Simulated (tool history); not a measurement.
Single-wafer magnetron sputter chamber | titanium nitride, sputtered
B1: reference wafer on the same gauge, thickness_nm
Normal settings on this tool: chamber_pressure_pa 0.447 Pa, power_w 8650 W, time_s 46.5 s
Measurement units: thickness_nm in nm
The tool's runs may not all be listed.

run 1 hour=0 | chamber_pressure_pa=0.447 power_w=7150 time_s=46.5 | B1=70.174 | thickness_nm=69.306
run 2 hour=15.5 | chamber_pressure_pa=0.447 power_w=7150 time_s=46.5 | B1=70.237 | thickness_nm=69.389
run 3 hour=29 | chamber_pressure_pa=0.447 power_w=8650 time_s=52.6 | B1=70.346 | thickness_nm=96.144
run 4 hour=75.5 | chamber_pressure_pa=0.447 power_w=8650 time_s=46.5 | B1=70.297 | thickness_nm=85.148
run 5 hour=91.9 | chamber_pressure_pa=0.447 power_w=8650 time_s=46.5 | B1=70.229 | thickness_nm=84.527
-- hour=104.7 gauge calibrated
run 6 hour=115.4 | chamber_pressure_pa=0.447 power_w=8650 time_s=46.5 | B1=70.325 | thickness_nm=84.463
run 7 hour=131.8 | chamber_pressure_pa=0.447 power_w=8650 time_s=46.5 | B1=70.165 | thickness_nm=83.799
-- hour=144.7 magnet pack replaced
run 8 hour=146 | chamber_pressure_pa=0.447 power_w=8650 time_s=46.5 | B1=70.284 | thickness_nm=84.1
-- hour=156.4 sputter target and shields replaced
run 9 hour=158.6 | chamber_pressure_pa=0.447 power_w=8650 time_s=39.8 | B1=70.366 | thickness_nm=73.185
run 10 hour=175 | chamber_pressure_pa=0.447 power_w=8650 time_s=39.8 | B1=70.233 | thickness_nm=72.712
run 11 hour=188.6 | chamber_pressure_pa=0.447 power_w=7700 time_s=41 | B1=70.306 | thickness_nm=66.524
run 12 hour=205.3 | chamber_pressure_pa=0.447 power_w=8650 time_s=46.5 | B1=70.306 | thickness_nm=84.698
-- hour=222.4 capacitance manometer re-zeroed and calibrated
run 13 hour=222.9 | chamber_pressure_pa=0.447 power_w=8650 time_s=43.4 | B1=70.252 | thickness_nm=80.086
run 14 hour=229.9 | chamber_pressure_pa=0.447 power_w=8650 time_s=43.4 | B1=70.258 | thickness_nm=79.243
run 15 hour=237.7 | chamber_pressure_pa=0.447 power_w=9850 time_s=55 | B1=70.248 | thickness_nm=114.928
run 16 hour=244.1 | chamber_pressure_pa=0.581 power_w=7600 time_s=46.5 | B1=70.324 | thickness_nm=70.084
run 17 hour=255.8 | chamber_pressure_pa=0.447 power_w=8650 time_s=50.9 | B1=70.313 | thickness_nm=92.104
run 18 hour=265.7 | chamber_pressure_pa=0.563 power_w=7200 time_s=46.5 | B1=70.356 | thickness_nm=66.98
run 19 hour=272.7 | chamber_pressure_pa=0.581 power_w=7600 time_s=46.5 | B1=70.371 | thickness_nm=70.983
run 20 hour=281.1 | chamber_pressure_pa=0.447 power_w=8650 time_s=46.5 | B1=70.332 | thickness_nm=83.849
run 21 hour=291.4 | chamber_pressure_pa=0.273 power_w=10100 time_s=50.5 | B1=70.203 | thickness_nm=115.715

Hidden state or all else? Some run-to-run changes of thickness_nm, split into what the settings, what came in and random variation would give without the hidden state, and what is left for the hidden state (with any gauge scatter that isn't in both results):
What the log doesn't record here: deposition rate above that of a new target (%); true argon pressure above the setpoint (%); gauge reads high (%).
Run 8 -> 9: time_s 46.5 -> 39.8, sputter target and shields replaced. thickness_nm -10.915 nm: hidden state +1.4, all else -12.315.
Run 14 -> 15: power_w 8650 -> 9850, time_s 43.4 -> 55. thickness_nm +35.685 nm: hidden state -0.35, all else +36.035.
Run 15 -> 16: chamber_pressure_pa 0.447 -> 0.581, power_w 9850 -> 7600, time_s 55 -> 46.5. thickness_nm -44.844 nm: hidden state +0.347, all else -45.191.
Run 20 -> 21: chamber_pressure_pa 0.447 -> 0.273, power_w 8650 -> 10100, time_s 46.5 -> 50.5. thickness_nm +31.866 nm: hidden state -0.466, all else +32.332.
